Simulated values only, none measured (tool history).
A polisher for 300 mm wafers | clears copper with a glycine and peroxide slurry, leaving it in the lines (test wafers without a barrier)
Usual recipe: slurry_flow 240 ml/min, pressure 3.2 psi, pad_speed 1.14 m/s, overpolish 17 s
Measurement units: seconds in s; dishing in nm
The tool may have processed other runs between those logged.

| run | hour | slurry_flow | pressure | pad_speed | overpolish | wafers since the last listed run | wafers polished on this pad | hours since the slurry nozzle was cleaned | hours since the head pressure was calibrated | incoming thickness of the incoming film, nm | seconds | dishing |
|---|---|---|---|---|---|---|---|---|---|---|---|---|
| 1 | 0 | 175 | 3.2 | 1.14 | 13 | 0 | 1103 | 269 | 99 | 635.2 | 114.6 | 49.4 |
| 2 | 60.6 | 240 | 3.2 | 1.14 | 17 | 286 | 1390 | 329.6 | 159.6 | 636.9 | 108.2 | 65.4 |
| 3 | 159.4 | 240 | 3.2 | 1.14 | 13 | 467 | 1857 | 428.4 | 258.4 | 628.1 | 101.9 | 52.3 |
| 4 | 220.1 | 240 | 3.2 | 1.14 | 13 | 287 | 2144 | 489.1 | 319.1 | 640.9 | 108.9 | 52.7 |
| 5 | 316.4 | 240 | 3.2 | 1.14 | 13 | 455 | 2599 | 585.4 | 415.4 | 635.3 | 104.5 | 53.6 |
|  | 353.3 | slurry nozzle cleaned |
| 6 | 365.3 | 240 | 3.2 | 1.14 | 17 | 226 | 2826 | 12 | 464.3 | 635.2 | 105 | 65.8 |
|  | 418.1 | worn pad replaced by a new one |
|  | 488.7 | head pressure recalibrated |
| 7 | 563.3 | 240 | 3.2 | 1.14 | 17 | 907 | 676 | 210 | 74.6 | 625 | 101.3 | 67.2 |
| 8 | 621.8 | 225 | 3.2 | 1.14 | 17 | 276 | 953 | 268.5 | 133.1 | 638.1 | 105.4 | 66.9 |
| 9 | 658.3 | 225 | 3.2 | 1.14 | 17 | 172 | 1126 | 305 | 169.6 | 632.3 | 101.7 | 67.1 |
| 10 | 751 | 240 | 3.2 | 1.14 | 17 | 438 | 1564 | 397.7 | 262.3 | 633.8 | 104.1 | 67.3 |
| 11 | 838.2 | 240 | 3.2 | 1.14 | 17 | 412 | 1976 | 484.9 | 349.5 | 634.1 | 101.9 | 67.4 |
|  | 861.3 | slurry nozzle cleaned |
| 12 | 903 | 240 | 3.2 | 1.14 | 17 | 301 | 2278 | 41.7 | 414.3 | 631.1 | 105 | 69 |
|  | 997.1 | worn pad replaced by a new one |
| 13 | 1003 | 240 | 3.2 | 1.14 | 17 | 453 | 27 | 141.7 | 514.3 | 636.1 | 87.5 | 77.8 |
| 14 | 1042 | 240 | 3.2 | 1.14 | 17 | 184 | 212 | 180.7 | 553.3 | 620.9 | 85.3 | 77.2 |
|  | 1112.5 | head pressure recalibrated |
| 15 | 1126.7 | 175 | 4.3 | 1.52 | 21 | 391 | 603 | 265.4 | 14.2 | 629.1 | 62.5 | 116.2 |
| 16 | 1220.3 | 240 | 3.2 | 1.14 | 17 | 442 | 1045 | 359 | 107.8 | 634.8 | 101.5 | 65.9 |
| 17 | 1256.6 | 185 | 2.9 | 1.14 | 17 | 171 | 1217 | 395.3 | 144.1 | 625.5 | 111.7 | 59.8 |
| 18 | 1335.9 | 240 | 2.8 | 1.14 | 17 | 374 | 1592 | 474.6 | 223.4 | 626.6 | 111.7 | 62.5 |
|  | 1363.8 | slurry nozzle cleaned |
| 19 | 1418.7 | 280 | 2.1 | 1.14 | 13 | 386 | 1979 | 54.9 | 306.2 | 620.9 | 140.2 | 39.7 |
| 20 | 1457.8 | 185 | 3.2 | 1.14 | 17 | 184 | 2164 | 94 | 345.3 | 628.4 | 100.2 | 67.3 |
| 21 | 1537.4 | 190 | 3.2 | 1.14 | 25 | 376 | 2540 | 173.6 | 424.9 | 621.8 | 103 | 89.9 |
| 22 | 1577.6 | 240 | 3.2 | 1.14 | 17 | 190 | 2730 | 213.8 | 465.1 | 634.8 | 103.4 | 70.2 |
|  | 1595.5 | worn pad replaced by a new one |
| 23 | 1657.3 | 240 | 3.2 | 1.14 | 17 | 357 | 292 | 293.5 | 544.8 | 628.4 | 88.6 | 74.3 |
| 24 | 1694.5 | 240 | 3.2 | 1.14 | 17 | 175 | 468 | 330.7 | 582 | 625.7 | 89.6 | 74.6 |
|  | 1708.1 | head pressure recalibrated |
| 25 | 1750.6 | 240 | 3.2 | 1.14 | 17 | 255 | 724 | 386.8 | 42.5 | 620.6 | 99.7 | 66.9 |
| 26 | 1858.6 | 240 | 4.1 | 1.14 | 10 | 510 | 1234 | 494.8 | 150.5 | 615.8 | 80.7 | 51.2 |
|  | 1891.4 | slurry nozzle cleaned |
| 27 | 1950 | 240 | 3.2 | 1.14 | 17 | 427 | 1662 | 58.6 | 241.9 | 625.1 | 102.8 | 64.2 |
| 28 | 2034.9 | 240 | 3.2 | 1.14 | 22 | 401 | 2063 | 143.5 | 326.8 | 624.2 | 104.2 | 79.4 |
|  | 2117.2 | worn pad replaced by a new one |
| 29 | 2129 | 240 | 4.3 | 1.14 | 17 | 426 | 55 | 237.6 | 420.9 | 632.4 | 69.1 | 92.9 |
| 30 | 2193.4 | 285 | 3.2 | 1.14 | 17 | 304 | 360 | 302 | 485.3 | 635 | 89.3 | 74.8 |
| 31 | 2237.2 | 240 | 4.2 | 1 | 17 | 207 | 567 | 345.8 | 529.1 | 623.1 | 76.7 | 81.9 |
| 32 | 2287.4 | 185 | 2.6 | 1.52 | 21 | 237 | 804 | 396 | 579.3 | 635.8 | 89.2 | 84.7 |
| 33 | 2324.5 | 240 | 3.2 | 1.14 | 17 | 175 | 980 | 433.1 | 616.4 | 625.3 | 91.7 | 72.7 |
|  | 2367.8 | head pressure recalibrated |
| 34 | 2427.1 | 240 | 3.2 | 1.14 | 17 | 475 | 1455 | 535.7 | 59.3 | 644.1 | 108.9 | 64.9 |
|  | 2467.3 | slurry nozzle cleaned |
| 35 | 2486.7 | 240 | 3.2 | 1.14 | 12 | 277 | 1732 | 19.4 | 118.9 | 634.2 | 107.3 | 47.7 |

Here are 3 independent what-if runs from the current tool condition. What would each one return?
| A | 2487.2 | 240 | 3.2 | 1.14 | 17 | 2 | 1735 | 19.9 | 119.4 | 626.4 | ? | ? |
| B | 2487.2 | 240 | 3.2 | 0.96 | 26 | 2 | 1735 | 19.9 | 119.4 | 626.4 | ? | ? |
| C | 2487.2 | 240 | 3.2 | 1.32 | 17 | 2 | 1735 | 19.9 | 119.4 | 626.4 | ? | ? |

| run | seconds | dishing |
|---|---|---|
| A | 107.6 | 65.5 |
| B | 124.5 | 82.5 |
| C | 94.7 | 72.5 |
With no hidden state in the tool, these same runs would have given:
| run | seconds | dishing |
|---|---|---|
| A | 96.4 | 71.6 |
| B | 111.5 | 89.8 |
| C | 84.9 | 79.1 |
